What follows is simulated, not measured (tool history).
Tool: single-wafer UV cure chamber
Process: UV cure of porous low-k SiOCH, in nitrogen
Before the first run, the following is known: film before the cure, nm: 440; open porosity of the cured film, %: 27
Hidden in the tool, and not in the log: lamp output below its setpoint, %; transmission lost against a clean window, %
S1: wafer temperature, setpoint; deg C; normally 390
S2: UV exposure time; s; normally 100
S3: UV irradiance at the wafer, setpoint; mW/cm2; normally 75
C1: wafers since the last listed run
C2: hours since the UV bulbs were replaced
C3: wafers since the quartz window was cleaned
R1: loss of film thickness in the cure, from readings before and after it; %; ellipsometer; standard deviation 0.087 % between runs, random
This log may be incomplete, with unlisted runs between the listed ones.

run    hour   S1   S2   S3   C1      C2    C3     R1
  1     0.0  390  100   95    0   513.1  2810  8.995
       33.2  -- quartz window cleaned
  2    52.4  390  100   95  305   565.5   132  8.957
  3   103.5  390  100   75  351   616.6   483  7.640
  4   188.1  390  100   75  582   701.2  1066  7.786
  5   289.1  390  100   75  695   802.2  1761  7.624
  6   363.7  390  100   75  513   876.8  2274  7.567
  7   412.8  390  100   75  337   925.9  2612  7.598
  8   470.4  390  100   75  396   983.5  3009  7.461
      513.2  -- quartz window cleaned
  9   545.4  390  100   75  461  1058.5   221  7.384
 10   655.4  386  100   75  757  1168.5   979  7.333
      725.4  -- UV bulbs replaced
 11   742.0  386  100   75  541    16.6  1520  6.617
 12   778.1  386  100   75  248    52.7  1768  6.652
 13   862.5  390  100   75  580   137.1  2349  6.572
 14   953.2  390  100   75  624   227.8  2973  6.476
      981.3  -- quartz window cleaned
 15  1052.0  390  100   75  625   326.6   486  6.484
 16  1147.8  390  100   75  659   422.4  1146  6.372
     1185.9  -- UV bulbs replaced, repeated, since the last time left the tool worse
 17  1221.8  378  100   75  454    35.9  1600  7.754
 18  1276.7  371   45   55  377    90.8  1978  3.428
 19  1342.3  410   40   40  451   156.4  2429  2.613
 20  1410.2  380  100   75  467   224.3  2897  7.680
 21  1489.8  390  100   75  547   303.9  3445  7.899
     1566.3  -- quartz window cleaned
 22  1591.1  373  120   75  642   405.2   170  8.462
 23  1646.3  390  100   75  379   460.4   550  7.663
 24  1710.3  390  100   75  440   524.4   991  7.902
 25  1802.5  390  100   95  634   616.6  1626  8.932
 26  1891.6  409  100   75  613   705.7  2239  7.918
 27  1967.5  390  100  113  522   781.6  2761  9.445
     2024.7  -- quartz window cleaned
 28  2025.2  390  100   57  342   839.3     3  6.395
 29  2089.1  390  100   92  439   903.2   443  8.571
 30  2169.4  410  100   75  552   983.5   996  7.800
 31  2259.4  382  100   75  619  1073.5  1615  7.371
 32  2321.8  390   65   91  429  1135.9  2045  6.273
 33  2377.8  390  100  106  385  1191.9  2430  9.109
     2401.3  -- UV bulbs replaced
 34  2454.9  390   75   75  475    53.6  2906  6.680
     2475.5  -- quartz window cleaned
 35  2555.2  390  100  101  635   153.9   548  9.317

Some steps in R1, run to run, broken into two amounts with sign: the step expected even without the hidden condition (settings, incoming material, random variation), and the rest, left for the hidden condition together with whatever gauge scatter is not in both the measured and the hidden-condition-free result:
Run 10 -> 11: UV bulbs replaced. R1 -0.716 %: hidden state -0.727, all else +0.011.
Run 16 -> 17: S1 390 -> 378, UV bulbs replaced, repeated, since the last time left the tool worse. R1 +1.382 %: hidden state +1.718, all else -0.336.
Run 17 -> 18: S1 378 -> 371, S2 100 -> 45, S3 75 -> 55. R1 -4.326 %: hidden state -0.002, all else -4.324.
Run 19 -> 20: S1 410 -> 380, S2 40 -> 100, S3 40 -> 75. R1 +5.067 %: hidden state -0.096, all else +5.163.
Run 27 -> 28: S3 113 -> 57, quartz window cleaned. R1 -3.050 %: hidden state +0.019, all else -3.069.
Run 33 -> 34: S2 100 -> 75, S3 106 -> 75, UV bulbs replaced. R1 -2.429 %: hidden state +0.631, all else -3.060.
